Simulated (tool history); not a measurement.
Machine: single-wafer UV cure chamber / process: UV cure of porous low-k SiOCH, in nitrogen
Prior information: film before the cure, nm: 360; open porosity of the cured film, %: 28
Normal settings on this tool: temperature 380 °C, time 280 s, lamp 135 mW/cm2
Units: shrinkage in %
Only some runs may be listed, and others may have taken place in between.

run   hour  temperature  time  lamp  wafers since the last listed run  hours since the UV bulbs were replaced  wafers since the quartz window was cleaned  shrinkage
  1    0.0          380   395   135                                 0                                  3056.0                                        3531     15.690
  2   16.5          380   395   135                                80                                  3072.5                                        3612     15.902
  3   41.6          380   280   135                               122                                  3097.6                                        3734     13.713
  4   62.0          380   280   135                                99                                  3118.0                                        3834     13.774
  5   82.1          374   280   135                                98                                  3138.1                                        3932     13.724
  6  111.0          374   280   135                               141                                  3167.0                                        4073     13.446
  7  128.3          374   280   135                                84                                  3184.3                                        4158     13.377
  8  161.2          387   280   135                               160                                  3217.2                                        4318     13.673
     199.2  -- quartz window cleaned
  9  199.7          387   280   135                               148                                  3255.7                                           2     14.717
 10  211.5          380   370   119                                57                                  3267.5                                          59     15.183
 11  230.8          380   370   119                                94                                  3286.8                                         154     15.525
 12  252.9          389   185   106                               107                                  3308.9                                         262     11.542
     268.5  -- UV bulbs replaced
 13  276.3          380   280   135                                75                                     7.8                                         337     14.378
 14  300.8          362   440    97                               119                                    32.3                                         456     14.470
 15  317.7          380   280   135                                82                                    49.2                                         539     14.683
 16  349.8          394   325   135                               156                                    81.3                                         696     15.679
 17  362.9          380   280   135                                63                                    94.4                                         760     14.535
 18  391.2          397   195   161                               138                                   122.7                                         898     13.996
 19  426.9          380   205   169                               174                                   158.4                                        1072     14.203
 20  453.5          380   115   103                               129                                   185.0                                        1202      9.164
 21  469.7          365   280   172                                79                                   201.2                                        1281     15.253
 22  495.6          380   145   164                               126                                   227.1                                        1407     12.170
 23  519.3          368   155   135                               115                                   250.8                                        1523     11.431

Here are 4 independent what-if runs from the current tool condition. What would each one return?
  A  519.8          380   280   135                                 2                                   251.3                                        1526          ?
  B  519.8          398   405   113                                 2                                   251.3                                        1526          ?
  C  519.8          372   280   135                                 2                                   251.3                                        1526          ?
  D  519.8          371   130   163                                 2                                   251.3                                        1526          ?

run  shrinkage
  A     14.289
  B     15.577
  C     14.129
  D     11.372
Take away the tool's hidden state, keep each run's random variation, and the runs would have read:
run  shrinkage
  A     14.585
  B     15.877
  C     14.424
  D     11.653
